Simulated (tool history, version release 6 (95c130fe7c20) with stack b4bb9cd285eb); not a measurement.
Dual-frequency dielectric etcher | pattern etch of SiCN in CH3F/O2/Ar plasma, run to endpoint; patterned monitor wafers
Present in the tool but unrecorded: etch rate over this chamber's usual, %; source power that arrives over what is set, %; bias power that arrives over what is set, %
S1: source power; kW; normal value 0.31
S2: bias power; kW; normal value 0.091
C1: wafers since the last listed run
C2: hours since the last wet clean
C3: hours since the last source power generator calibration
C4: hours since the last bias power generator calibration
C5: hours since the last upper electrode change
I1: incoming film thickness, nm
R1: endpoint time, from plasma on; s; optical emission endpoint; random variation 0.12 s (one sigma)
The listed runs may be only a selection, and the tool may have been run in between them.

run 1 hour=0 | S1=0.31 S2=0.091 | C1=0 C2=501.3 C3=3293.7 C4=1299.5 C5=1074.8 | I1=11.8 | R1=34
run 2 hour=76.6 | S1=0.31 S2=0.091 | C1=1221 C2=577.9 C3=3370.3 C4=1376.1 C5=1151.4 | I1=11.95 | R1=34.3
-- hour=131.6 wet clean of the chamber
run 3 hour=174 | S1=0.31 S2=0.091 | C1=1170 C2=42.4 C3=3467.7 C4=1473.5 C5=1248.8 | I1=11.79 | R1=33.9
run 4 hour=224.9 | S1=0.34 S2=0.091 | C1=811 C2=93.3 C3=3518.6 C4=1524.4 C5=1299.7 | I1=11.95 | R1=33.6
run 5 hour=323.3 | S1=0.34 S2=0.091 | C1=1568 C2=191.7 C3=3617 C4=1622.8 C5=1398.1 | I1=11.9 | R1=33.4
run 6 hour=404.5 | S1=0.34 S2=0.091 | C1=1294 C2=272.9 C3=3698.2 C4=1704 C5=1479.3 | I1=11.91 | R1=33.5
run 7 hour=452 | S1=0.31 S2=0.109 | C1=757 C2=320.4 C3=3745.7 C4=1751.5 C5=1526.8 | I1=11.96 | R1=32.5
run 8 hour=525.6 | S1=0.31 S2=0.091 | C1=1173 C2=394 C3=3819.3 C4=1825.1 C5=1600.4 | I1=11.87 | R1=34.3
run 9 hour=628.5 | S1=0.31 S2=0.091 | C1=1640 C2=496.9 C3=3922.2 C4=1928 C5=1703.3 | I1=11.85 | R1=33.9
run 10 hour=687.2 | S1=0.31 S2=0.091 | C1=935 C2=555.6 C3=3980.9 C4=1986.7 C5=1762 | I1=11.94 | R1=34.1
run 11 hour=741.2 | S1=0.31 S2=0.091 | C1=860 C2=609.6 C3=4034.9 C4=2040.7 C5=1816 | I1=11.94 | R1=34.3
-- hour=804 wet clean of the chamber
run 12 hour=817.3 | S1=0.31 S2=0.091 | C1=830 C2=13.3 C3=4111 C4=2116.8 C5=1892.1 | I1=11.83 | R1=33.8
run 13 hour=884.2 | S1=0.31 S2=0.091 | C1=1066 C2=80.2 C3=4177.9 C4=2183.7 C5=1959 | I1=11.91 | R1=33.9
run 14 hour=984.5 | S1=0.31 S2=0.091 | C1=1598 C2=180.5 C3=4278.2 C4=2284 C5=2059.3 | I1=12.06 | R1=34.4
-- hour=1002 bias power generator calibrated
run 15 hour=1026.9 | S1=0.25 S2=0.091 | C1=612 C2=222.9 C3=4320.6 C4=24.9 C5=2101.7 | I1=11.78 | R1=35.7
run 16 hour=1066.9 | S1=0.25 S2=0.091 | C1=637 C2=262.9 C3=4360.6 C4=64.9 C5=2141.7 | I1=11.88 | R1=36.1
run 17 hour=1131 | S1=0.28 S2=0.07 | C1=1021 C2=327 C3=4424.7 C4=129 C5=2205.8 | I1=11.89 | R1=37.7
run 18 hour=1206.5 | S1=0.27 S2=0.102 | C1=1203 C2=402.5 C3=4500.2 C4=204.5 C5=2281.3 | I1=11.86 | R1=34.4
-- hour=1300.3 source power generator calibrated
run 19 hour=1313.6 | S1=0.28 S2=0.11 | C1=1643 C2=509.6 C3=13.3 C4=311.6 C5=2388.4 | I1=11.93 | R1=33.3
-- hour=1349.6 upper electrode replaced
-- hour=1413.9 wet clean of the chamber
run 20 hour=1414.4 | S1=0.23 S2=0.098 | C1=841 C2=0.5 C3=114.1 C4=412.4 C5=64.8 | I1=12.02 | R1=36.4
run 21 hour=1558.1 | S1=0.27 S2=0.102 | C1=2290 C2=144.2 C3=257.8 C4=556.1 C5=208.5 | I1=11.95 | R1=34.6
run 22 hour=1602 | S1=0.37 S2=0.08 | C1=699 C2=188.1 C3=301.7 C4=600 C5=252.4 | I1=11.95 | R1=34.3
run 23 hour=1702.1 | S1=0.38 S2=0.111 | C1=1595 C2=288.2 C3=401.8 C4=700.1 C5=352.5 | I1=11.84 | R1=30.9
run 24 hour=1741.8 | S1=0.31 S2=0.091 | C1=632 C2=327.9 C3=441.5 C4=739.8 C5=392.2 | I1=11.91 | R1=34.6
run 25 hour=1812.9 | S1=0.37 S2=0.073 | C1=1133 C2=399 C3=512.6 C4=810.9 C5=463.3 | I1=11.92 | R1=35.2
run 26 hour=1888.3 | S1=0.29 S2=0.077 | C1=1201 C2=474.4 C3=588 C4=886.3 C5=538.7 | I1=11.93 | R1=36.6
run 27 hour=1928.9 | S1=0.38 S2=0.082 | C1=647 C2=515 C3=628.6 C4=926.9 C5=579.3 | I1=11.76 | R1=33.3
run 28 hour=2014.6 | S1=0.37 S2=0.077 | C1=1366 C2=600.7 C3=714.3 C4=1012.6 C5=665 | I1=11.86 | R1=34.5
-- hour=2050.9 wet clean of the chamber
run 29 hour=2178.8 | S1=0.39 S2=0.113 | C1=2235 C2=127.9 C3=878.5 C4=1176.8 C5=829.2 | I1=12 | R1=30.9
run 30 hour=2282.6 | S1=0.28 S2=0.113 | C1=1654 C2=231.7 C3=982.3 C4=1280.6 C5=933 | I1=11.93 | R1=33.1
run 31 hour=2462.4 | S1=0.28 S2=0.113 | C1=2866 C2=411.5 C3=1162.1 C4=1460.4 C5=1112.8 | I1=11.89 | R1=33.2
run 32 hour=2566 | S1=0.26 S2=0.112 | C1=1651 C2=515.1 C3=1265.7 C4=1564 C5=1216.4 | I1=11.81 | R1=33.4
-- hour=2642 wet clean of the chamber
run 33 hour=2649.1 | S1=0.33 S2=0.08 | C1=942 C2=7.1 C3=1348.8 C4=1647.1 C5=1299.5 | I1=11.85 | R1=34.8

The logged runs with the hidden state left out (each run's random variation unchanged):
run=1 R1=34.3
run=2 R1=34.5
run=3 R1=34.1
run=4 R1=33.9
run=5 R1=33.7
run=6 R1=33.9
run=7 R1=32.9
run=8 R1=34.7
run=9 R1=34.3
run=10 R1=34.6
run=11 R1=34.7
run=12 R1=34.3
run=13 R1=34.5
run=14 R1=34.9
run=15 R1=35.7
run=16 R1=36
run=17 R1=37.6
run=18 R1=34.3
run=19 R1=33.2
run=20 R1=36.4
run=21 R1=34.6
run=22 R1=34.3
run=23 R1=30.9
run=24 R1=34.7
run=25 R1=35.2
run=26 R1=36.7
run=27 R1=33.3
run=28 R1=34.5
run=29 R1=31
run=30 R1=33.2
run=31 R1=33.4
run=32 R1=33.6
run=33 R1=35.1

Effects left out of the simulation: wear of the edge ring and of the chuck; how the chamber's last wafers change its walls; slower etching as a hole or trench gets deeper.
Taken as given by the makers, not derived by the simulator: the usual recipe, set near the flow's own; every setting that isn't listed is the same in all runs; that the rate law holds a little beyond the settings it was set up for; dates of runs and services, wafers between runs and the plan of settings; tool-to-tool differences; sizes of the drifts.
